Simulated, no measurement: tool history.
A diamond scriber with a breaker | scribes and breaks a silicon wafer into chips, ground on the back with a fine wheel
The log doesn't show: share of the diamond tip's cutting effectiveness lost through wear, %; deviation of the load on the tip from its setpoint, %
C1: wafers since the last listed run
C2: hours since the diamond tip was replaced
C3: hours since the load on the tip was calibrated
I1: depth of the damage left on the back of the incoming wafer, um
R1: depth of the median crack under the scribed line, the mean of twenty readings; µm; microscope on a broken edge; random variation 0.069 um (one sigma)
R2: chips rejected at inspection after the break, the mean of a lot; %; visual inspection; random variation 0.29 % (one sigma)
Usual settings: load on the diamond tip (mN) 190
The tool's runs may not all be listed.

Run 1, day 0: usual settings; C1 0; C2 396.7; C3 1405.2; I1 2.41. Result: R1 6.63 µm, R2 6.66 %.
Run 2, day 0.9: usual settings; C1 52; C2 418.3; C3 1426.8; I1 2.48. Result: R1 6.74 µm, R2 7.23 %.
Run 3, day 2.3: usual settings; C1 81; C2 451.9; C3 1460.4; I1 2.05. Result: R1 6.65 µm, R2 5.5 %.
Run 4, day 6.558: usual settings; C1 246; C2 554.1; C3 1562.6; I1 2.53. Result: R1 6.55 µm, R2 6.86 %.
Run 5, day 7.204: usual settings; C1 37; C2 569.6; C3 1578.1; I1 1.9. Result: R1 6.64 µm, R2 4.12 %.
Run 6, day 8.108: usual settings but load on the diamond tip (mN) 144; C1 52; C2 591.3; C3 1599.8; I1 1.57. Result: R1 5.78 µm, R2 7.7 %.
Run 7, day 9.146: usual settings but load on the diamond tip (mN) 144; C1 60; C2 616.2; C3 1624.7; I1 1.57. Result: R1 5.77 µm, R2 8.49 %.
Run 8, day 10.254: usual settings; C1 64; C2 642.8; C3 1651.3; I1 1.95. Result: R1 6.5 µm, R2 4.89 %.
Run 9, day 11.733: usual settings; C1 85; C2 678.3; C3 1686.8; I1 2.45. Result: R1 6.6 µm, R2 6.75 %.
Run 10, day 12.896: usual settings; C1 67; C2 706.2; C3 1714.7; I1 2.77. Result: R1 6.6 µm, R2 8.89 %.
Run 11, day 13.517: usual settings; C1 35; C2 721.1; C3 1729.6; I1 2.36. Result: R1 6.44 µm, R2 6.23 %.
Run 12, day 14.933: usual settings; C1 82; C2 755.1; C3 1763.6; I1 1.55. Result: R1 6.49 µm, R2 4.03 %.
Run 13, day 16.125: usual settings; C1 69; C2 783.7; C3 1792.2; I1 2.24. Result: R1 6.54 µm, R2 6.53 %.
Run 14, day 16.638: usual settings; C1 29; C2 796; C3 1804.5; I1 2.84. Result: R1 6.46 µm, R2 9.3 %.
Run 15, day 17.321: usual settings; C1 39; C2 812.4; C3 1820.9; I1 2.84. Result: R1 6.44 µm, R2 10.78 %.
Run 16, day 18.462: usual settings; C1 66; C2 839.8; C3 1848.3; I1 2.49. Result: R1 6.38 µm, R2 7.55 %.
Run 17, day 19.371: usual settings; C1 52; C2 861.6; C3 1870.1; I1 2.84. Result: R1 6.36 µm, R2 10.44 %.
Run 18, day 20.546: usual settings but load on the diamond tip (mN) 222; C1 68; C2 889.8; C3 1898.3; I1 2.79. Result: R1 6.93 µm, R2 7.59 %.
Run 19, day 21.579: usual settings; C1 59; C2 914.6; C3 1923.1; I1 2.95. Result: R1 6.37 µm, R2 11.68 %.
Run 20, day 22.279: usual settings but load on the diamond tip (mN) 244; C1 40; C2 931.4; C3 1939.9; I1 2.69. Result: R1 7.21 µm, R2 6.24 %.
Run 21, day 23.633: usual settings; C1 78; C2 963.9; C3 1972.4; I1 2.85. Result: R1 6.3 µm, R2 11.06 %.
At day 24.521: load on the tip recalibrated.
Run 22, day 25.133: usual settings but load on the diamond tip (mN) 166; C1 82; C2 999.9; C3 14.7; I1 2.01. Result: R1 6.31 µm, R2 5.68 %.
Run 23, day 26.175: usual settings but load on the diamond tip (mN) 230; C1 60; C2 1024.9; C3 39.7; I1 2.8. Result: R1 7.29 µm, R2 6.05 %.
Run 24, day 27.3: usual settings but load on the diamond tip (mN) 154; C1 65; C2 1051.9; C3 66.7; I1 2.02. Result: R1 6 µm, R2 7.7 %.
Run 25, day 28.3: usual settings; C1 57; C2 1075.9; C3 90.7; I1 1.63. Result: R1 6.65 µm, R2 3.66 %.
Run 26, day 29.271: usual settings but load on the diamond tip (mN) 222; C1 56; C2 1099.2; C3 114; I1 1.68. Result: R1 7.06 µm, R2 2.31 %.
Run 27, day 29.867: usual settings but load on the diamond tip (mN) 175; C1 34; C2 1113.5; C3 128.3; I1 1.78. Result: R1 6.33 µm, R2 5.1 %.
Run 28, day 30.525: usual settings; C1 38; C2 1129.3; C3 144.1; I1 2.47. Result: R1 6.55 µm, R2 7.26 %.
At day 30.842: diamond tip replaced by a new one.
Run 29, day 31.742: usual settings; C1 65; C2 21.6; C3 173.3; I1 1.51. Result: R1 7.06 µm, R2 2.3 %.
Run 30, day 32.667: usual settings; C1 53; C2 43.8; C3 195.5; I1 2.49. Result: R1 7.01 µm, R2 5.52 %.
Run 31, day 33.746: usual settings but load on the diamond tip (mN) 133; C1 62; C2 69.7; C3 221.4; I1 2.83. Result: R1 6.01 µm, R2 14.28 %.
Run 32, day 34.392: usual settings but load on the diamond tip (mN) 155; C1 37; C2 85.2; C3 236.9; I1 2.31. Result: R1 6.27 µm, R2 6.56 %.
Run 33, day 35.479: usual settings but load on the diamond tip (mN) 143; C1 63; C2 111.3; C3 263; I1 2.14. Result: R1 6.12 µm, R2 8.32 %.
Run 34, day 36.604: usual settings but load on the diamond tip (mN) 239; C1 65; C2 138.3; C3 290; I1 1.73. Result: R1 7.78 µm, R2 2.71 %.
Run 35, day 37.742: usual settings but load on the diamond tip (mN) 138; C1 65; C2 165.6; C3 317.3; I1 1.82. Result: R1 6.06 µm, R2 8.39 %.
Run 36, day 38.354: usual settings but load on the diamond tip (mN) 170; C1 35; C2 180.3; C3 332; I1 1.55. Result: R1 6.5 µm, R2 3.68 %.
Run 37, day 39.729: usual settings but load on the diamond tip (mN) 138; C1 79; C2 213.3; C3 365; I1 2.53. Result: R1 5.97 µm, R2 12.28 %.
Run 38, day 40.512: usual settings; C1 45; C2 232.1; C3 383.8; I1 2.52. Result: R1 6.85 µm, R2 5.81 %.
Run 39, day 41.646: usual settings but load on the diamond tip (mN) 238; C1 65; C2 259.3; C3 411; I1 1.58. Result: R1 7.62 µm, R2 2.35 %.
Run 40, day 42.758: usual settings; C1 64; C2 286; C3 437.7; I1 2.98. Result: R1 6.77 µm, R2 9.41 %.
Run 41, day 43.421: usual settings but load on the diamond tip (mN) 158; C1 38; C2 301.9; C3 453.6; I1 2.72. Result: R1 6.17 µm, R2 10.12 %.
Run 42, day 44.067: usual settings but load on the diamond tip (mN) 215; C1 37; C2 317.4; C3 469.1; I1 2.8. Result: R1 7.12 µm, R2 6.32 %.

Hidden state or all else? Some run-to-run changes of R1, split into what the settings, what came in and random variation would give without the hidden state, and what is left for the hidden state (with any gauge scatter that isn't in both results):
Run 19 -> 20: load on the diamond tip (mN) 190 -> 244. R1 +0.84 µm: hidden state -0.14, all else +0.98.
Run 21 -> 22: load on the diamond tip (mN) 190 -> 166, load on the tip recalibrated. R1 +0.01 µm: hidden state +0.47, all else -0.46.
Run 23 -> 24: load on the diamond tip (mN) 230 -> 154. R1 -1.29 µm: hidden state +0.08, all else -1.37.
Run 28 -> 29: diamond tip replaced by a new one. R1 +0.51 µm: hidden state +0.46, all else +0.05.
Run 33 -> 34: load on the diamond tip (mN) 143 -> 239. R1 +1.66 µm: hidden state -0.11, all else +1.77.
Run 34 -> 35: load on the diamond tip (mN) 239 -> 138. R1 -1.72 µm: hidden state +0.09, all else -1.81.
